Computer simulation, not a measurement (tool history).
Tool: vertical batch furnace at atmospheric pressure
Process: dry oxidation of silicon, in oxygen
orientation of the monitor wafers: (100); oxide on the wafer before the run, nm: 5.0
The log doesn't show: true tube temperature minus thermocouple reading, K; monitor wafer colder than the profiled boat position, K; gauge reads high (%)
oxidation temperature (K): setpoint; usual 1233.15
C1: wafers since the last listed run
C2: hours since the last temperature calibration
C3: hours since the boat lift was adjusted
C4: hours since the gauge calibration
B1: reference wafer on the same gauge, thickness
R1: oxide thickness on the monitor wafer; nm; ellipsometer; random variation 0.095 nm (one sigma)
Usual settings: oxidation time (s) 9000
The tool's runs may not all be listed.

{"run": 1, "day": 0.0, "oxidation temperature (K)": 1233.15, "oxidation time (s)": 6390, "C1": 0, "C2": 4961.4, "C3": 3763.9, "C4": 160.8, "B1": 54.97, "R1": 49.46}
{"run": 2, "day": 1.038, "oxidation temperature (K)": 1233.15, "oxidation time (s)": 6390, "C1": 287, "C2": 4986.3, "C3": 3788.8, "C4": 185.7, "B1": 54.93, "R1": 49.54}
{"run": 3, "day": 1.533, "oxidation temperature (K)": 1233.15, "oxidation time (s)": 6390, "C1": 137, "C2": 4998.2, "C3": 3800.7, "C4": 197.6, "B1": 54.9, "R1": 49.55}
{"run": 4, "day": 2.183, "oxidation temperature (K)": 1233.15, "oxidation time (s)": 9000, "C1": 179, "C2": 5013.8, "C3": 3816.3, "C4": 213.2, "B1": 54.85, "R1": 62.82}
{"run": 5, "day": 3.217, "oxidation temperature (K)": 1233.15, "oxidation time (s)": 9000, "C1": 285, "C2": 5038.6, "C3": 3841.1, "C4": 238, "B1": 54.81, "R1": 62.76}
{"run": 6, "day": 4.092, "oxidation temperature (K)": 1233.15, "oxidation time (s)": 9000, "C1": 242, "C2": 5059.6, "C3": 3862.1, "C4": 259, "B1": 54.79, "R1": 62.89}
{"run": 7, "day": 5.162, "oxidation temperature (K)": 1233.15, "oxidation time (s)": 9000, "C1": 296, "C2": 5085.3, "C3": 3887.8, "C4": 284.7, "B1": 54.72, "R1": 62.72}
{"day": 6.483, "done": "gauge calibrated"}
{"day": 6.504, "done": "thermocouples replaced and temperature profile calibrated"}
{"run": 8, "day": 7.004, "oxidation temperature (K)": 1241.15, "oxidation time (s)": 12030, "C1": 232, "C2": 12, "C3": 3932, "C4": 12.5, "B1": 55.27, "R1": 82.61}
{"run": 9, "day": 8.162, "oxidation temperature (K)": 1233.15, "oxidation time (s)": 9000, "C1": 320, "C2": 39.8, "C3": 3959.8, "C4": 40.3, "B1": 55.22, "R1": 63.33}
{"run": 10, "day": 9.042, "oxidation temperature (K)": 1233.15, "oxidation time (s)": 9000, "C1": 243, "C2": 60.9, "C3": 3980.9, "C4": 61.4, "B1": 55.21, "R1": 63.29}
{"day": 11.096, "done": "boat lift adjusted"}
{"run": 11, "day": 11.117, "oxidation temperature (K)": 1242.15, "oxidation time (s)": 10410, "C1": 297, "C2": 110.7, "C3": 0.5, "C4": 111.2, "B1": 55.11, "R1": 75.02}
{"run": 12, "day": 12.183, "oxidation temperature (K)": 1252.15, "oxidation time (s)": 9000, "C1": 295, "C2": 136.3, "C3": 26.1, "C4": 136.8, "B1": 55.06, "R1": 72.64}
{"run": 13, "day": 13.296, "oxidation temperature (K)": 1241.15, "oxidation time (s)": 11970, "C1": 307, "C2": 163, "C3": 52.8, "C4": 163.5, "B1": 55.03, "R1": 81.71}
{"run": 14, "day": 14.112, "oxidation temperature (K)": 1224.15, "oxidation time (s)": 9000, "C1": 225, "C2": 182.6, "C3": 72.4, "C4": 183.1, "B1": 55.01, "R1": 58.03}

4 ways to go on from here, each from the tool as it stands after run 14. What would each give?
{"run": "A", "day": 14.392, "oxidation temperature (K)": 1233.15, "oxidation time (s)": 10350, "C1": 77, "C2": 189.3, "C3": 79.1, "C4": 189.8, "B1": "?", "R1": "?"}
{"run": "B", "day": 14.392, "oxidation temperature (K)": 1240.15, "oxidation time (s)": 4890, "C1": 77, "C2": 189.3, "C3": 79.1, "C4": 189.8, "B1": "?", "R1": "?"}
{"run": "C", "day": 14.392, "oxidation temperature (K)": 1224.15, "oxidation time (s)": 5910, "C1": 77, "C2": 189.3, "C3": 79.1, "C4": 189.8, "B1": "?", "R1": "?"}
{"run": "D", "day": 14.392, "oxidation temperature (K)": 1244.15, "oxidation time (s)": 9000, "C1": 77, "C2": 189.3, "C3": 79.1, "C4": 189.8, "B1": "?", "R1": "?"}

run=A B1=54.97 R1=69.42
run=B B1=54.97 R1=43.71
run=C B1=54.97 R1=43.28
run=D B1=54.97 R1=68.38
Without the tool's hidden state the same runs would have given:
run=A R1=69.83
run=B R1=43.97
run=C R1=43.53
run=D R1=68.78
